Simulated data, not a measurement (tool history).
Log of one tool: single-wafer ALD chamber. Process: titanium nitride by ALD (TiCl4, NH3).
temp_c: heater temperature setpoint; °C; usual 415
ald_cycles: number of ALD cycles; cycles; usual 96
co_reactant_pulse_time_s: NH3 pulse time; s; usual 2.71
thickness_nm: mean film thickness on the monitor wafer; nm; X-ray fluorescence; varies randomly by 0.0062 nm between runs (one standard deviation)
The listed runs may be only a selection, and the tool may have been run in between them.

run	hour	temp_c	ald_cycles	co_reactant_pulse_time_s	read-back reference wafer on the same gauge, thickness_nm	thickness_nm
1	0	415	96	2.71	2.756	2.486
2	14.3	415	96	2.71	2.756	2.482
3	22.1	425	96	2.71	2.76	2.487
4	31.6	415	96	3.01	2.76	2.502
5	40	415	96	3.01	2.765	2.496
6	49.7	415	96	3.01	2.762	2.491
7	56.5	415	96	2.71	2.763	2.5
8	68.9	415	96	2.71	2.764	2.487
9	82.7	415	96	2.71	2.767	2.501
10	94.6	415	96	2.71	2.77	2.497
11	106.1	415	96	2.71	2.77	2.503
# hour 126.2: thermocouple changed; heater temperature recalibrated
12	126.7	415	96	2.71	2.774	2.501
13	131.3	415	96	2.71	2.774	2.507
14	146.8	415	96	2.71	2.775	2.505
15	161.8	415	102	2.71	2.778	2.671
16	171.3	415	102	2.71	2.78	2.666
17	188.6	415	102	2.71	2.783	2.66
# hour 197.1: showerhead replaced
# hour 199.7: gauge calibrated
18	205.1	415	81	2.71	2.741	2.092
19	217.4	421	84	2.71	2.741	2.163
20	227	402	80	1.73	2.742	2.006
21	234	403	96	2.71	2.745	2.465
22	247.9	404	86	2.71	2.743	2.213
23	254.7	421	83	3.42	2.741	2.153
24	265.1	415	96	2.71	2.743	2.475
25	275.5	415	96	3.33	2.742	2.49
26	290.3	415	96	2.71	2.745	2.475
27	297.3	405	102	2.31	2.743	2.617
28	341	409	96	2.71	2.747	2.483
29	347.7	400	79	2.71	2.745	2.036
30	360.9	411	96	1.66	2.748	2.403
31	368.9	415	96	2.71	2.749	2.478
32	386.9	430	96	2.71	2.751	2.471
33	393.1	421	96	3.12	2.75	2.496
34	410.3	401	86	1.82	2.751	2.164

Each row is a separate what-if for the run after 34, all from the same tool condition, not one after another. Results?
A	410.9	415	87	2.71	?	?
B	410.9	420	96	2.71	?	?
C	410.9	408	85	2.71	?	?
D	410.9	428	115	1.97	?	?
E	410.9	406	78	1.78	?	?

run	read-back reference wafer on the same gauge, thickness_nm	thickness_nm
A	2.752	2.249
B	2.752	2.485
C	2.752	2.194
D	2.752	2.948
E	2.752	1.97
What these runs would have given with no unlogged condition in the tool:
run	thickness_nm
A	2.239
B	2.474
C	2.184
D	2.935
E	1.962

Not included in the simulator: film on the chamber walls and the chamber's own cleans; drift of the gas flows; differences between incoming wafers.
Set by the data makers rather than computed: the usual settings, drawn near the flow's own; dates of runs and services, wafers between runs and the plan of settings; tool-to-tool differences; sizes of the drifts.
